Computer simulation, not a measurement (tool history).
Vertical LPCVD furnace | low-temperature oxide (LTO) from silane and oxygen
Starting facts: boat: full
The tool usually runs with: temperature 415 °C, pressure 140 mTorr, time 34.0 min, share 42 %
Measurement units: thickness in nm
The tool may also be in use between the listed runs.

| run | hour | temperature | pressure | time | share | read-back reference wafer on the same gauge, thickness | thickness |
|---|---|---|---|---|---|---|---|
| 1 | 0.0 | 415 | 140 | 34.0 | 45 | 187.78 | 256.93 |
| 2 | 80.4 | 415 | 140 | 34.0 | 45 | 187.91 | 255.50 |
| 3 | 169.8 | 415 | 140 | 34.0 | 45 | 188.15 | 251.89 |
| 4 | 251.4 | 415 | 140 | 34.0 | 42 | 188.00 | 238.09 |
| 5 | 352.6 | 415 | 140 | 34.0 | 42 | 188.22 | 240.61 |
| 6 | 430.8 | 415 | 140 | 34.0 | 42 | 188.12 | 241.32 |
|  | 483.7 | silane flow controller replaced |
| 7 | 484.2 | 410 | 140 | 34.0 | 42 | 187.94 | 226.47 |
| 8 | 557.3 | 415 | 140 | 41.0 | 40 | 188.10 | 271.30 |
| 9 | 660.9 | 411 | 140 | 34.0 | 42 | 188.12 | 228.58 |
| 10 | 763.6 | 424 | 120 | 34.0 | 42 | 187.98 | 223.84 |
| 11 | 868.3 | 409 | 140 | 29.5 | 42 | 188.30 | 194.55 |
| 12 | 918.7 | 415 | 140 | 43.0 | 42 | 187.86 | 303.91 |
| 13 | 981.5 | 424 | 140 | 34.0 | 42 | 188.09 | 262.23 |
| 14 | 1035.6 | 427 | 115 | 34.0 | 46 | 188.45 | 239.62 |
| 15 | 1204.5 | 415 | 140 | 34.0 | 42 | 187.78 | 238.26 |
|  | 1304.8 | pressure gauge zeroed |
| 16 | 1310.5 | 415 | 140 | 34.0 | 42 | 188.30 | 242.95 |
| 17 | 1350.7 | 415 | 170 | 34.0 | 42 | 188.27 | 294.46 |
|  | 1445.1 | thermocouples replaced and temperature profile calibrated |
| 18 | 1458.4 | 415 | 140 | 34.0 | 42 | 188.15 | 243.67 |
|  | 1525.1 | gauge calibrated |
| 19 | 1555.8 | 415 | 140 | 46.5 | 42 | 188.48 | 332.39 |
| 20 | 1592.1 | 415 | 140 | 34.0 | 37 | 188.08 | 209.32 |
| 21 | 1671.8 | 424 | 155 | 42.5 | 42 | 187.74 | 370.33 |
| 22 | 1938.2 | 415 | 140 | 41.0 | 46 | 187.91 | 324.93 |
|  | 2018.3 | pressure gauge zeroed, repeated, since the last time left the tool worse |
| 23 | 2018.8 | 415 | 140 | 34.0 | 34 | 188.28 | 180.53 |
| 24 | 2079.9 | 419 | 160 | 23.0 | 45 | 188.14 | 199.27 |
| 25 | 2137.6 | 408 | 140 | 34.0 | 42 | 187.86 | 215.87 |
| 26 | 2215.4 | 415 | 140 | 34.0 | 42 | 187.82 | 233.64 |
| 27 | 2263.7 | 415 | 140 | 42.0 | 42 | 188.22 | 286.77 |
| 28 | 2352.9 | 415 | 140 | 46.5 | 35 | 187.88 | 254.95 |
| 29 | 2440.5 | 415 | 120 | 34.0 | 42 | 187.89 | 200.24 |
| 30 | 2489.2 | 415 | 170 | 24.5 | 42 | 188.05 | 205.89 |

Consider 5 possible next runs. They are alternatives, not a sequence: every one starts from the tool as it was left by run 30. What does each give?
| A | 2493.8 | 415 | 140 | 34.0 | 42 | ? | ? |
| B | 2493.8 | 426 | 140 | 29.0 | 36 | ? | ? |
| C | 2493.8 | 415 | 140 | 40.5 | 42 | ? | ? |
| D | 2493.8 | 423 | 140 | 44.5 | 40 | ? | ? |
| E | 2493.8 | 407 | 125 | 34.0 | 42 | ? | ? |

| run | read-back reference wafer on the same gauge, thickness | thickness |
|---|---|---|
| A | 188.18 | 233.18 |
| B | 188.18 | 186.34 |
| C | 188.18 | 277.76 |
| D | 188.18 | 313.83 |
| E | 188.18 | 191.78 |
Take away the tool's hidden state, keep each run's random variation, and the runs would have read:
| run | thickness |
|---|---|
| A | 231.18 |
| B | 184.74 |
| C | 275.37 |
| D | 311.13 |
| E | 189.93 |
